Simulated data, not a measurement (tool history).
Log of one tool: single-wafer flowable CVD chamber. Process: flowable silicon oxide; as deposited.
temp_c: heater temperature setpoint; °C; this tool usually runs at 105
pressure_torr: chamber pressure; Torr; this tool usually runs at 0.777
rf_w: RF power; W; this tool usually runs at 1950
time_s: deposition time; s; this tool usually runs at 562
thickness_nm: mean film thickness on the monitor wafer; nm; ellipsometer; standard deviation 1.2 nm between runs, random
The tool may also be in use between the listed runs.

run,day,temp_c,pressure_torr,rf_w,time_s,"read-back reference wafer on the same gauge, thickness_nm",thickness_nm
1,0,114,0.777,1950,562,275.849,213.558
2,3.308,94,0.777,1950,562,275.98,447.844
3,6.662,94,0.777,1950,562,276.017,460.316
4,10.288,94,0.777,1950,562,276.233,462.164
5,13.6,105,0.777,1950,562,276,299.468
6,15.421,105,0.684,2050,562,275.842,267.091
7,17.412,95,0.97,2250,596,275.763,593.392
8,19.171,101,0.927,1950,562,275.933,416.045
9,23.042,105,0.777,2260,526,275.939,288.446
10,25.121,95,0.777,1575,456,276.038,332.822
11,34.025,105,0.777,1950,459,276.137,241.263
12,37.075,105,0.777,1950,562,276.228,294.887
13,40.471,105,0.777,1950,562,276.048,291.331
14,42.575,105,0.777,1950,562,275.933,290.889
15,45.933,105,0.925,1580,562,275.916,343.827
16,48.712,105,0.777,1800,562,275.599,301.79
17,52.629,105,0.708,2325,532,275.91,271.85
18,57.038,90,0.684,1950,562,275.819,470.351
19,59.929,112,0.83,2215,562,275.615,256.098
20,62.075,105,0.829,1950,562,276.093,323.098
21,63.812,94,0.777,1770,669,276.233,533.212
22,65.625,112,0.83,2215,562,276.108,255.715
23,69.696,105,0.777,1950,562,276.543,301.024
24,73.875,105,0.925,1580,562,275.973,334.212
25,75.854,118,0.933,2075,508,275.559,205.626
26,81.242,105,0.777,2070,659,276.325,348.541
27,83.367,95,0.707,1690,638,276.113,453.817
28,85.358,105,0.628,1825,562,275.978,245.289

Between the runs listed above, the log contained 7 entries, not reproduced here. Where in the sequence does each belong, and how does what the log doesn't record of the tool's condition differ from the listed run before to the listed run after?
Run 1 -> run 2: gauge calibrated (day 2.621)
  wafer temperature above the value expected at the setpoint (K): -0.581 -> -0.586; true pressure above the setpoint (%): -3.37 -> -4.12
  measured minus no-state result, thickness_nm: -2.947 -> -8.759 nm
Run 2 -> run 3: capacitance manometer re-zeroed and calibrated (day 6.225)
  wafer temperature above the value expected at the setpoint (K): -0.586 -> -0.591; true pressure above the setpoint (%): -4.12 -> -0.427
  measured minus no-state result, thickness_nm: -8.759 -> +8.393 nm
Run 4 -> run 5: thermocouple changed; heater temperature recalibrated (day 11.267)
  wafer temperature above the value expected at the setpoint (K): -0.595 -> -0.0461; true pressure above the setpoint (%): -0.477 -> -0.594
  measured minus no-state result, thickness_nm: +8.271 -> -1.263 nm
Run 14 -> run 15: capacitance manometer re-zeroed and calibrated (day 43.954)
  wafer temperature above the value expected at the setpoint (K): -0.449 -> -0.472; true pressure above the setpoint (%): -4.51 -> 0.0491
  measured minus no-state result, thickness_nm: -8.495 -> +6.272 nm
Run 17 -> run 18: showerhead replaced (day 53.4)
  wafer temperature above the value expected at the setpoint (K): -0.51 -> -0.529; true pressure above the setpoint (%): -0.171 -> -0.468
  measured minus no-state result, thickness_nm: +4.745 -> +6.05 nm
Run 23 -> run 24: RF generator calibrated (day 70.221)
  wafer temperature above the value expected at the setpoint (K): -0.569 -> -0.579; true pressure above the setpoint (%): -1.99 -> -2.7
  measured minus no-state result, thickness_nm: +0.498 -> -1.298 nm
Run 26 -> run 27: capacitance manometer re-zeroed and calibrated (day 82.142)
  wafer temperature above the value expected at the setpoint (K): -0.592 -> -0.595; true pressure above the setpoint (%): -4.23 -> 0.775
  measured minus no-state result, thickness_nm: -7.224 -> +13.692 nm

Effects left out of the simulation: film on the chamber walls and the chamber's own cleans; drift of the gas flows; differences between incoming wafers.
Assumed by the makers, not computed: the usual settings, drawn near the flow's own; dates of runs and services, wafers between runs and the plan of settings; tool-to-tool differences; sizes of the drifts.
